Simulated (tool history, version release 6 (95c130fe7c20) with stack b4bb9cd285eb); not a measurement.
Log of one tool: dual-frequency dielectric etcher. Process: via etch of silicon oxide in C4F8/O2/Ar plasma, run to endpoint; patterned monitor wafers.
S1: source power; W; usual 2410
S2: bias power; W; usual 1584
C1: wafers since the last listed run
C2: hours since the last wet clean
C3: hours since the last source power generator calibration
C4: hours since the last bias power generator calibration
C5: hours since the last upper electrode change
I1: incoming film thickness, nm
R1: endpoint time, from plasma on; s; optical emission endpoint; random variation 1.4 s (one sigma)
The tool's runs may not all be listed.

run	hour	S1	S2	C1	C2	C3	C4	C5	I1	R1
1	0.0	2410	1584	0	347.6	4259.3	4925.5	4752.5	1496.1	289.8
2	18.4	2410	1584	94	366.0	4277.7	4943.9	4770.9	1515.8	292.0
3	37.5	2410	1584	97	385.1	4296.8	4963.0	4790.0	1513.0	290.3
4	68.6	2410	1584	159	416.2	4327.9	4994.1	4821.1	1503.3	290.0
5	85.5	2410	1584	86	433.1	4344.8	5011.0	4838.0	1522.8	292.7
6	108.7	2410	1584	118	456.3	4368.0	5034.2	4861.2	1512.5	288.7
# hour 142.8: bias power generator calibrated
# hour 145.9: upper electrode replaced
7	146.4	2410	1584	156	494.0	4405.7	3.6	0.5	1504.4	287.8
8	156.5	2410	1584	51	504.1	4415.8	13.7	10.6	1489.7	289.5
# hour 177.7: source power generator calibrated
9	185.7	2410	1584	128	533.3	8.0	42.9	39.8	1492.3	286.5
10	212.7	2410	1437	138	560.3	35.0	69.9	66.8	1508.7	304.1
11	240.4	2410	1584	141	588.0	62.7	97.6	94.5	1493.3	288.3
12	256.8	2410	1584	83	604.4	79.1	114.0	110.9	1505.6	290.9
13	290.1	2410	1828	170	637.7	112.4	147.3	144.2	1494.2	271.9
14	310.5	1830	1752	104	658.1	132.8	167.7	164.6	1493.0	326.0
# hour 344.5: wet clean of the chamber
15	345.0	2800	1216	53	0.5	167.3	202.2	199.1	1477.0	289.2
16	345.4	2410	1584	2	0.9	167.7	202.6	199.5	1489.5	288.1
17	362.5	2660	1788	87	18.0	184.8	219.7	216.6	1499.1	261.6
18	380.0	2410	1584	89	35.5	202.3	237.2	234.1	1491.1	289.9
19	409.5	2410	1776	150	65.0	231.8	266.7	263.6	1515.3	281.0
20	434.5	2180	1904	127	90.0	256.8	291.7	288.6	1500.8	286.3
21	456.8	2860	1789	114	112.3	279.1	314.0	310.9	1510.7	251.6
22	471.1	1860	1708	73	126.6	293.4	328.3	325.2	1517.5	333.5

Forecast each of these 4 alternatives for the next run:
A	471.6	2410	1584	2	127.1	293.9	328.8	325.7	1511.3	?
B	471.6	2810	1584	2	127.1	293.9	328.8	325.7	1511.3	?
C	471.6	2230	1322	2	127.1	293.9	328.8	325.7	1511.3	?
D	471.6	2410	1404	2	127.1	293.9	328.8	325.7	1511.3	?

run	R1
A	293.3
B	269.1
C	329.7
D	307.4
Without the tool's hidden state the same runs would have given:
run	R1
A	293.3
B	269.1
C	329.7
D	307.4
